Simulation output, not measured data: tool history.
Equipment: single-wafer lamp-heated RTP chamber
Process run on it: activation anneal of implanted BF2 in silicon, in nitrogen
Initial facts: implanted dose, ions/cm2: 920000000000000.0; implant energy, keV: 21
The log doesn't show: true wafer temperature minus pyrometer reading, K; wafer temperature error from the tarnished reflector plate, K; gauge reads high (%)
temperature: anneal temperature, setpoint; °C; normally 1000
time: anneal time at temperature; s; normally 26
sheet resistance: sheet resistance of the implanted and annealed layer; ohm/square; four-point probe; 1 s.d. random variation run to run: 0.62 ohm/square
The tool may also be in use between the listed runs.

| run | day | temperature | time | wafers since the last listed run | wafers since the last pyrometer calibration | wafers since the reflector plate was cleaned | hours since the gauge calibration | read-back reference wafer on the same gauge, sheet resistance | sheet resistance |
|---|---|---|---|---|---|---|---|---|---|
| 1 | 0.000 | 1011 | 22 | 0 | 165 | 6286 | 150.5 | 210.03 | 203.30 |
| 2 | 0.521 | 1011 | 22 | 158 | 324 | 6444 | 163.0 | 210.08 | 202.98 |
| 3 | 0.917 | 1011 | 22 | 120 | 444 | 6565 | 172.5 | 210.02 | 202.93 |
| 4 | 1.467 | 1000 | 26 | 167 | 612 | 6733 | 185.7 | 209.97 | 213.38 |
| 5 | 2.192 | 1018 | 26 | 220 | 833 | 6954 | 203.1 | 210.02 | 191.82 |
| 6 | 2.900 | 1018 | 26 | 215 | 1049 | 7169 | 220.1 | 210.07 | 192.39 |
| 7 | 3.562 | 1000 | 26 | 201 | 1250 | 7371 | 236.0 | 210.22 | 211.43 |
| 8 | 4.138 | 1000 | 34 | 175 | 1426 | 7547 | 249.8 | 210.01 | 204.03 |
| 9 | 4.521 | 1000 | 34 | 116 | 1543 | 7663 | 259.0 | 210.01 | 204.25 |
| 10 | 5.254 | 1000 | 26 | 223 | 1766 | 7887 | 276.6 | 210.07 | 209.92 |
| 11 | 5.917 | 1000 | 26 | 201 | 1968 | 8089 | 292.5 | 209.90 | 210.57 |
| 12 | 7.579 | 1000 | 26 | 506 | 2475 | 8595 | 332.4 | 209.99 | 211.44 |
| 13 | 8.321 | 1000 | 26 | 226 | 2701 | 8821 | 350.2 | 210.05 | 210.53 |
|  | 8.350 | gauge calibrated |
|  | 8.908 | pyrometer window cleaned and pyrometer calibrated |
| 14 | 8.929 | 1000 | 26 | 83 | 6 | 8905 | 13.9 | 210.05 | 210.63 |
| 15 | 9.342 | 1000 | 26 | 125 | 131 | 9031 | 23.8 | 209.91 | 208.83 |
| 16 | 9.717 | 1016 | 26 | 114 | 246 | 9145 | 32.8 | 210.07 | 193.76 |
| 17 | 10.108 | 977 | 13 | 119 | 365 | 9265 | 42.2 | 210.10 | 261.23 |
| 18 | 10.671 | 1014 | 20 | 171 | 536 | 9436 | 55.7 | 210.07 | 201.14 |
|  | 11.225 | reflector plate cleaned |
| 19 | 11.379 | 981 | 33 | 114 | 651 | 46 | 72.7 | 210.07 | 224.03 |
| 20 | 12.067 | 1021 | 26 | 209 | 860 | 256 | 89.2 | 210.10 | 186.30 |
| 21 | 12.746 | 1020 | 40 | 206 | 1067 | 463 | 105.5 | 209.95 | 177.44 |
| 22 | 13.125 | 1000 | 26 | 115 | 1183 | 579 | 114.6 | 209.90 | 205.52 |
| 23 | 13.554 | 1000 | 26 | 130 | 1313 | 709 | 124.9 | 209.99 | 204.64 |
| 24 | 13.975 | 1000 | 26 | 128 | 1442 | 838 | 135.0 | 210.01 | 204.87 |
| 25 | 14.546 | 1000 | 14 | 173 | 1616 | 1011 | 148.7 | 209.94 | 220.48 |
| 26 | 15.221 | 971 | 15 | 205 | 1821 | 1217 | 164.9 | 209.99 | 260.48 |
|  | 15.658 | reflector plate cleaned, repeated, since the last time left the tool worse |
| 27 | 15.888 | 1012 | 39 | 101 | 1923 | 70 | 180.9 | 210.04 | 191.62 |
| 28 | 16.629 | 1013 | 26 | 226 | 2149 | 296 | 198.7 | 209.87 | 200.18 |
| 29 | 17.267 | 1000 | 26 | 194 | 2343 | 490 | 214.0 | 209.85 | 215.94 |
| 30 | 17.738 | 1026 | 26 | 143 | 2487 | 634 | 225.3 | 210.01 | 188.51 |
| 31 | 18.050 | 991 | 30 | 95 | 2582 | 729 | 232.8 | 209.99 | 224.76 |
| 32 | 18.546 | 987 | 15 | 151 | 2733 | 880 | 244.7 | 209.98 | 248.77 |

Branching from run 32: 5 alternative next runs. What would each branch give?
| A | 18.562 | 1000 | 11 | 5 | 2738 | 885 | 245.1 | ? | ? |
| B | 18.562 | 972 | 37 | 5 | 2738 | 885 | 245.1 | ? | ? |
| C | 18.562 | 991 | 35 | 5 | 2738 | 885 | 245.1 | ? | ? |
| D | 18.562 | 970 | 32 | 5 | 2738 | 885 | 245.1 | ? | ? |
| E | 18.562 | 982 | 11 | 5 | 2738 | 885 | 245.1 | ? | ? |

| run | read-back reference wafer on the same gauge, sheet resistance | sheet resistance |
|---|---|---|
| A | 210.02 | 239.10 |
| B | 210.02 | 249.26 |
| C | 210.02 | 220.50 |
| D | 210.02 | 257.47 |
| E | 210.02 | 265.37 |
Had the tool no hidden state, the same runs would have come out as:
| run | sheet resistance |
|---|---|
| A | 239.86 |
| B | 250.29 |
| C | 221.34 |
| D | 258.51 |
| E | 266.30 |
